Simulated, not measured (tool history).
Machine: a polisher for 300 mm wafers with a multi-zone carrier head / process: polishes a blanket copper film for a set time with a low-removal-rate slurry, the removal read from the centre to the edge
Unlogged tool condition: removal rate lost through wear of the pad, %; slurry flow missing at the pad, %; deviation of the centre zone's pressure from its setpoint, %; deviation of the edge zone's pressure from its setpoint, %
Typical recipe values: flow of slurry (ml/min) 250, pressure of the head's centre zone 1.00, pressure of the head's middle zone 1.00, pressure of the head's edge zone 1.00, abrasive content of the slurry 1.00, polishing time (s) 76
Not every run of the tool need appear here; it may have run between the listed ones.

run	day	flow of slurry (ml/min)	pressure of the head's centre zone	pressure of the head's middle zone	pressure of the head's edge zone	abrasive content of the slurry	polishing time (s)	wafers since the last listed run	wafers polished on this pad	hours since the slurry nozzle was cleaned	hours since the centre zone pressure was calibrated	hours since the edge zone pressure was calibrated	hours since the carrier head's membrane was replaced	incoming thickness of the incoming film, nm	film removed at the wafer's centre (angstrom)	film removed at mid-radius (angstrom)	film removed at the wafer's edge (angstrom)
1	0.000	250	1.00	1.00	1.00	0.75	76	0	783	568.0	491.5	1066.7	270.2	1553.9	2632	2698	2695
2	0.679	250	1.00	1.00	1.00	0.75	76	90	874	584.3	507.8	1083.0	286.5	1568.4	2606	2613	2666
3	1.779	250	1.00	1.00	1.00	0.75	76	147	1021	610.7	534.2	1109.4	312.9	1582.7	2570	2589	2639
4	2.600	290	1.00	1.00	1.00	1.00	76	109	1131	630.4	553.9	1129.1	332.6	1575.6	2689	2705	2727
# day 3.117: worn pad replaced by a new one
5	3.962	290	1.00	1.00	1.00	1.00	76	160	113	663.1	586.6	1161.8	365.3	1567.4	2917	2937	2979
6	4.662	250	1.00	1.00	1.00	1.00	76	93	207	679.9	603.4	1178.6	382.1	1555.1	2866	2894	2952
7	5.233	250	1.00	1.00	1.00	1.00	76	76	283	693.6	617.1	1192.3	395.8	1579.3	2850	2913	2949
8	5.921	250	1.00	1.00	1.00	1.00	76	92	375	710.1	633.6	1208.8	412.3	1577.8	2882	2887	2916
9	6.625	250	1.00	1.00	1.00	1.00	76	94	470	727.0	650.5	1225.7	429.2	1583.6	2831	2806	2905
# day 7.004: centre zone pressure recalibrated
10	7.679	250	1.00	1.00	1.00	1.00	76	130	600	752.3	16.2	1251.0	454.5	1555.4	2800	2823	2873
# day 9.254: slurry nozzle cleaned
# day 10.962: worn pad replaced by a new one
11	12.121	250	1.00	1.00	0.90	0.70	76	567	155	68.8	122.8	1357.6	561.1	1556.0	2676	2745	2657
# day 12.421: edge zone pressure recalibrated
12	13.529	250	1.00	1.00	1.00	1.00	76	177	332	102.6	156.6	26.6	594.9	1582.8	2825	2879	2937
13	14.067	250	1.00	1.08	0.96	1.20	76	71	404	115.5	169.5	39.5	607.8	1571.5	2914	3107	2936
14	15.450	250	1.00	1.00	1.00	1.00	69	185	590	148.7	202.7	72.7	641.0	1606.4	2532	2551	2609
# day 16.421: carrier head's membrane replaced by a new one
15	16.779	250	1.00	1.00	1.00	1.00	76	150	740	180.6	234.6	104.6	8.6	1568.4	2744	2768	2824
16	17.879	250	1.00	1.00	1.00	1.00	76	147	887	207.0	261.0	131.0	35.0	1570.1	2676	2731	2786
17	18.554	250	1.00	1.00	1.00	1.00	76	90	977	223.2	277.2	147.2	51.2	1577.4	2640	2696	2724
# day 19.425: worn pad replaced by a new one
18	19.692	250	1.08	0.95	1.00	1.00	76	130	35	250.5	304.5	174.5	78.5	1579.8	3067	2764	2963
19	20.912	250	1.00	1.00	0.88	1.00	76	163	199	279.8	333.8	203.8	107.8	1600.4	2864	2875	2744
20	22.192	250	1.00	1.00	1.00	1.00	95	171	370	310.5	364.5	234.5	138.5	1614.0	3543	3584	3623
21	22.758	310	0.89	1.00	1.00	1.00	76	75	446	324.1	378.1	248.1	152.1	1586.3	2589	2876	2932

Forecast each of these 3 alternatives for the next run:
A	22.775	250	1.00	1.00	1.00	1.00	76	2	449	324.5	378.5	248.5	152.5	1592.1	?	?	?
B	22.775	185	1.08	0.92	1.00	1.00	76	2	449	324.5	378.5	248.5	152.5	1592.1	?	?	?
C	22.775	175	0.91	1.00	1.00	1.00	76	2	449	324.5	378.5	248.5	152.5	1592.1	?	?	?

run	film removed at the wafer's centre (angstrom)	film removed at mid-radius (angstrom)	film removed at the wafer's edge (angstrom)
A	2823	2836	2882
B	2896	2533	2788
C	2409	2682	2764
Had the tool no hidden state, the same runs would have come out as:
run	film removed at the wafer's centre (angstrom)	film removed at mid-radius (angstrom)	film removed at the wafer's edge (angstrom)
A	2883	2896	2943
B	2957	2587	2847
C	2461	2738	2823

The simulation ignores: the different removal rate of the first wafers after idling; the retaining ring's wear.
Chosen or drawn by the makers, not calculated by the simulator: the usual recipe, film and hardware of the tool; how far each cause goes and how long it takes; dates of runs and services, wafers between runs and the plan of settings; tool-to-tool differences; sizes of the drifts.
